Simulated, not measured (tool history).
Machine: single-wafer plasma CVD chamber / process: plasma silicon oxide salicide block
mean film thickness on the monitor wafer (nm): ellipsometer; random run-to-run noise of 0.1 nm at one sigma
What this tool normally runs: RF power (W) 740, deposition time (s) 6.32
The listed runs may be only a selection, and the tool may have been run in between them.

run     day  RF power (W)  deposition time (s)  read-back reference wafer on the same gauge, thickness_nm  mean film thickness on the monitor wafer (nm)
  1       0           645                  5.5                                                     75.038                                         52.432
  2   1.371           740                 6.32                                                     75.029                                         62.137
  3     1.9           740                 6.32                                                     74.974                                         62.002
  4   3.238           775                 6.62                                                      75.02                                         65.717
  5    4.45           830                 5.92                                                     75.002                                         59.586
      5.067  -- gauge calibrated
  6   5.508           740                 6.32                                                      75.02                                         62.082
  7   7.283           740                 6.32                                                     75.006                                         62.112
  8   8.392           740                 6.32                                                     74.977                                         61.911
  9   9.842           740                 6.58                                                     75.013                                          64.46
 10  10.529           740                 6.87                                                     74.977                                         67.394
 11  11.858           740                 6.87                                                     74.984                                         67.258
     12.417  -- showerhead replaced
 12  12.925           740                 6.87                                                     75.028                                         67.376
 13  14.154           740                 6.32                                                      75.02                                         61.995
 14  15.021           640                 5.35                                                     75.002                                         50.757
 15  16.338           740                 6.32                                                     75.012                                          61.98
 16  17.025           665                 5.19                                                      74.99                                         49.659
 17  17.912           815                 7.09                                                     74.967                                         71.128
 18  18.671           880                 5.97                                                     74.994                                          60.92
 19  19.896           650                 5.26                                                      74.97                                         49.962
     20.992  -- gauge calibrated
 20  21.283           785                 7.35                                                     74.998                                         72.894

The next listed run, before its measurement:
 21  22.308           740                 6.32                                                          ?                                              ?

read-back reference wafer on the same gauge, thickness_nm: 75.065
mean film thickness on the monitor wafer (nm): 61.801
Were there no unlogged condition in the tool, this run, its random variation unchanged, would have produced mean film thickness on the monitor wafer (nm) 63.129.
